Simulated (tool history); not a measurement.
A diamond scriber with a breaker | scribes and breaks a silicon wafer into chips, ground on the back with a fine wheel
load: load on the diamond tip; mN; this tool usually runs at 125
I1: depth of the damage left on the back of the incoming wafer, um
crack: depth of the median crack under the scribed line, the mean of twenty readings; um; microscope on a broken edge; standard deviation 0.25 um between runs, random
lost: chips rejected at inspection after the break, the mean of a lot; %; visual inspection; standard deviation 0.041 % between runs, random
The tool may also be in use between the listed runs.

Run 1, day 0: usual settings but load 154 mN; I1 2.89. Result: crack 15.73 um, lost 4.17 %.
Run 2, day 1.917: usual settings; I1 2.92. Result: crack 12.61 um, lost 1.26 %.
Run 3, day 3.138: usual settings; I1 2.04. Result: crack 13.24 um, lost 0.7 %.
Run 4, day 5.588: usual settings; I1 2.29. Result: crack 13.02 um, lost 0.72 %.
Run 5, day 7.25: usual settings; I1 1.88. Result: crack 13.14 um, lost 0.57 %.
Run 6, day 9.762: usual settings; I1 2.85. Result: crack 12.84 um, lost 1.33 %.
Run 7, day 11.879: usual settings but load 143 mN; I1 2.26. Result: crack 15 um, lost 2.04 %.
Run 8, day 13.338: usual settings but load 143 mN; I1 2.19. Result: crack 14.22 um, lost 1.64 %.
Run 9, day 16.217: usual settings but load 140 mN; I1 1.57. Result: crack 14.34 um, lost 1.12 %.
Run 10, day 17.379: usual settings but load 140 mN; I1 2.05. Result: crack 14.23 um, lost 1.26 %.
Run 11, day 19.533: usual settings but load 139 mN; I1 1.64. Result: crack 14.07 um, lost 1.08 %.
Run 12, day 22.088: usual settings but load 139 mN; I1 1.52. Result: crack 13.68 um, lost 0.96 %.
Run 13, day 23.358: usual settings but load 139 mN; I1 2.18. Result: crack 13.41 um, lost 0.94 %.
Run 14, day 25.958: usual settings but load 146 mN; I1 2.81. Result: crack 14.24 um, lost 1.87 %.
At day 28.083: load on the tip recalibrated.
Run 15, day 28.379: usual settings; I1 1.55. Result: crack 12.46 um, lost 0.9 %.
Run 16, day 29.617: usual settings; I1 2.74. Result: crack 12.41 um, lost 1.59 %.
Run 17, day 32.012: usual settings; I1 2.52. Result: crack 12.48 um, lost 1.54 %.
Run 18, day 33.138: usual settings but load 104 mN; I1 2.74. Result: crack 10.67 um, lost 7.42 %.
Run 19, day 35.367: usual settings but load 160 mN; I1 2.21. Result: crack 14.96 um, lost 2.49 %.
Run 20, day 38.229: usual settings but load 151 mN; I1 1.88. Result: crack 14.38 um, lost 1.19 %.
Run 21, day 40.733: usual settings but load 145 mN; I1 1.76. Result: crack 13.28 um, lost 0.61 %.
Run 22, day 42.375: usual settings; I1 1.57. Result: crack 11.91 um, lost 1.76 %.
Run 23, day 44.221: usual settings but load 102 mN; I1 2.15. Result: crack 9.73 um, lost 11.48 %.
Run 24, day 46.254: usual settings but load 92 mN; I1 2.67. Result: crack 8.64 um, lost 19.24 %.
Run 25, day 47.621: usual settings but load 93 mN; I1 1.86. Result: crack 8.79 um, lost 18.37 %.
At day 49.079: diamond tip replaced by a new one.
Run 26, day 49.179: usual settings but load 160 mN; I1 2.32. Result: crack 12.54 um, lost 0.93 %.
Run 27, day 50.942: usual settings but load 147 mN; I1 2.7. Result: crack 11.74 um, lost 2.9 %.
Run 28, day 52.488: usual settings but load 140 mN; I1 2.65. Result: crack 11.47 um, lost 4.2 %.
Run 29, day 54.896: usual settings but load 90 mN; I1 2.12. Result: crack 7.68 um, lost 34.92 %.
Run 30, day 61.633: usual settings but load 89 mN; I1 2.12. Result: crack 7.76 um, lost 32.55 %.
At day 62.338: load on the tip recalibrated.
Run 31, day 67.521: usual settings but load 153 mN; I1 2.7. Result: crack 12.02 um, lost 2.32 %.
Run 32, day 69.592: usual settings but load 155 mN; I1 2.18. Result: crack 11.76 um, lost 2.12 %.
At day 70.629: diamond tip replaced by a new one, repeated, since the last time left the tool worse.
Run 33, day 71.729: usual settings but load 88 mN; I1 1.77. Result: crack 9.82 um, lost 12.79 %.
Run 34, day 73.15: usual settings but load 105 mN; I1 2.14. Result: crack 11.39 um, lost 3.87 %.
Run 35, day 75.333: usual settings; I1 1.79. Result: crack 12.93 um, lost 0.54 %.
Run 36, day 77.558: usual settings but load 109 mN; I1 2.79. Result: crack 11.72 um, lost 3.15 %.
Run 37, day 79.704: usual settings but load 158 mN; I1 2.05. Result: crack 15.82 um, lost 4.68 %.
Run 38, day 80.975: usual settings but load 94 mN; I1 2.68. Result: crack 10.43 um, lost 8.94 %.
Run 39, day 83.821: usual settings but load 115 mN; I1 2.33. Result: crack 12.2 um, lost 1.71 %.
Run 40, day 85.267: usual settings but load 161 mN; I1 2.63. Result: crack 16.18 um, lost 5.39 %.
Run 41, day 88.096: usual settings; I1 1.51. Result: crack 12.83 um, lost 0.54 %.

Pick out some run-to-run changes in crack. Of each, how much would a tool without hidden state show as well, from the settings, what came in and chance, and how much is left for the hidden state and any gauge scatter not in both results compared?
The tool's hidden condition here consists of: share of the diamond tip's cutting effectiveness lost through wear, %; deviation of the load on the tip from its setpoint, %.
Run 18 -> 19: load 104 -> 160. crack +4.29 um: hidden state -0.42, all else +4.71.
Run 25 -> 26: load 93 -> 160, diamond tip replaced by a new one. crack +3.75 um: hidden state -2.04, all else +5.79.
Run 30 -> 31: load 89 -> 153, load on the tip recalibrated. crack +4.26 um: hidden state -1.35, all else +5.61.
Run 32 -> 33: load 155 -> 88, diamond tip replaced by a new one, repeated, since the last time left the tool worse. crack -1.94 um: hidden state +3.5, all else -5.44.
Run 37 -> 38: load 158 -> 94. crack -5.39 um: hidden state +0.01, all else -5.4.

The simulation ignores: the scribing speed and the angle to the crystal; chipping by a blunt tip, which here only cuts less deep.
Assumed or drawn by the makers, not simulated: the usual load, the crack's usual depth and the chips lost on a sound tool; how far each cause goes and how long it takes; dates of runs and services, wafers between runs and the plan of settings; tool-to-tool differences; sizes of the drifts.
